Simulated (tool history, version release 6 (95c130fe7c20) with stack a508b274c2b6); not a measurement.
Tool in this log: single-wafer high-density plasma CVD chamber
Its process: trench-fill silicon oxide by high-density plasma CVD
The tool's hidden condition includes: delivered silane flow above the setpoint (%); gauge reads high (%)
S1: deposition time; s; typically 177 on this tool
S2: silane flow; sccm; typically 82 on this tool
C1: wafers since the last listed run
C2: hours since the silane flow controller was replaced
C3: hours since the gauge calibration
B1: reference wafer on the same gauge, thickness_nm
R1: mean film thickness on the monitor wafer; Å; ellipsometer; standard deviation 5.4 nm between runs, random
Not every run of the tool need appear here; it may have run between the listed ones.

Run 1, day 0.000: usual settings but S2 76 sccm; C1 0; C2 4486.7; C3 360.8; B1 1432.792. Result: R1 13570.20 Å.
Run 2, day 1.108: usual settings; C1 212; C2 4513.3; C3 387.4; B1 1430.185. Result: R1 14444.86 Å.
Run 3, day 2.425: usual settings; C1 252; C2 4544.9; C3 419.0; B1 1429.771. Result: R1 14482.00 Å.
Run 4, day 3.308: usual settings but S1 169 s, S2 90 sccm; C1 169; C2 4566.1; C3 440.2; B1 1428.561. Result: R1 14923.15 Å.
Run 5, day 4.783: usual settings but S1 163 s; C1 283; C2 4601.5; C3 475.6; B1 1424.760. Result: R1 13216.71 Å.
Run 6, day 5.958: usual settings but S1 156 s, S2 71 sccm; C1 225; C2 4629.7; C3 503.8; B1 1424.818. Result: R1 11280.79 Å.
Run 7, day 6.917: usual settings; C1 184; C2 4652.7; C3 526.8; B1 1419.048. Result: R1 14359.50 Å.
Run 8, day 7.558: usual settings; C1 123; C2 4668.1; C3 542.2; B1 1421.805. Result: R1 14356.14 Å.
Run 9, day 8.817: usual settings but S2 77 sccm; C1 241; C2 4698.3; C3 572.4; B1 1419.058. Result: R1 13619.30 Å.
Run 10, day 9.438: usual settings but S2 77 sccm; C1 119; C2 4713.2; C3 587.3; B1 1419.320. Result: R1 13490.30 Å.
Run 11, day 10.346: usual settings but S2 77 sccm; C1 174; C2 4735.0; C3 609.1; B1 1415.201. Result: R1 13568.57 Å.
Run 12, day 11.258: usual settings; C1 175; C2 4756.9; C3 631.0; B1 1418.752. Result: R1 14235.55 Å.
Run 13, day 12.638: usual settings; C1 264; C2 4790.0; C3 664.1; B1 1413.722. Result: R1 14244.98 Å.
At day 13.671: gauge calibrated.
At day 14.050: silane flow controller replaced.
Run 14, day 14.071: usual settings; C1 211; C2 0.5; C3 9.6; B1 1451.718. Result: R1 14567.79 Å.
Run 15, day 15.246: usual settings; C1 225; C2 28.7; C3 37.8; B1 1448.174. Result: R1 14548.99 Å.
Run 16, day 16.729: usual settings; C1 284; C2 64.3; C3 73.4; B1 1446.861. Result: R1 14631.96 Å.
Run 17, day 17.762: usual settings; C1 198; C2 89.1; C3 98.2; B1 1446.140. Result: R1 14599.64 Å.
Run 18, day 18.975: usual settings; C1 232; C2 118.2; C3 127.3; B1 1441.677. Result: R1 14572.06 Å.
Run 19, day 20.404: usual settings; C1 274; C2 152.5; C3 161.6; B1 1443.078. Result: R1 14610.27 Å.
Run 20, day 21.662: usual settings but S1 204 s, S2 88 sccm; C1 241; C2 182.7; C3 191.8; B1 1441.668. Result: R1 17646.33 Å.
Run 21, day 25.933: usual settings but S1 168 s, S2 73 sccm; C1 820; C2 285.2; C3 294.3; B1 1431.676. Result: R1 12336.43 Å.
Run 22, day 26.538: usual settings; C1 116; C2 299.7; C3 308.8; B1 1435.037. Result: R1 14431.84 Å.
Run 23, day 27.467: usual settings; C1 178; C2 322.0; C3 331.1; B1 1430.880. Result: R1 14369.40 Å.
Run 24, day 28.408: usual settings but S2 89 sccm; C1 180; C2 344.6; C3 353.7; B1 1430.342. Result: R1 15453.36 Å.
Run 25, day 29.471: usual settings; C1 204; C2 370.1; C3 379.2; B1 1428.582. Result: R1 14475.43 Å.
Run 26, day 29.975: usual settings but S1 189 s, S2 86 sccm; C1 96; C2 382.2; C3 391.3; B1 1427.991. Result: R1 15965.95 Å.
Run 27, day 31.267: usual settings but S1 144 s, S2 96 sccm; C1 248; C2 413.2; C3 422.3; B1 1425.131. Result: R1 13423.95 Å.
Run 28, day 32.550: usual settings but S1 197 s; C1 246; C2 444.0; C3 453.1; B1 1427.956. Result: R1 15914.75 Å.
Run 29, day 33.300: usual settings but S1 163 s, S2 69 sccm; C1 144; C2 462.0; C3 471.1; B1 1423.051. Result: R1 11449.04 Å.
Run 30, day 34.329: usual settings but S1 145 s, S2 68 sccm; C1 197; C2 486.7; C3 495.8; B1 1423.319. Result: R1 9938.65 Å.
Run 31, day 35.238: usual settings; C1 174; C2 508.5; C3 517.6; B1 1418.989. Result: R1 14268.94 Å.
Run 32, day 36.733: usual settings but S2 66 sccm; C1 287; C2 544.4; C3 553.5; B1 1420.780. Result: R1 12019.31 Å.

For each entry between runs, how does the tool's hidden state at the last listed run before it compare with that at the first listed run after it?
In the gap between runs 13 and 14: gauge calibrated (day 13.671); silane flow controller replaced (day 14.050)
  gauge reads high (%): -2.45 -> 0.0397
  measured minus no-state result, R1: -357.81 -> +5.78 Å
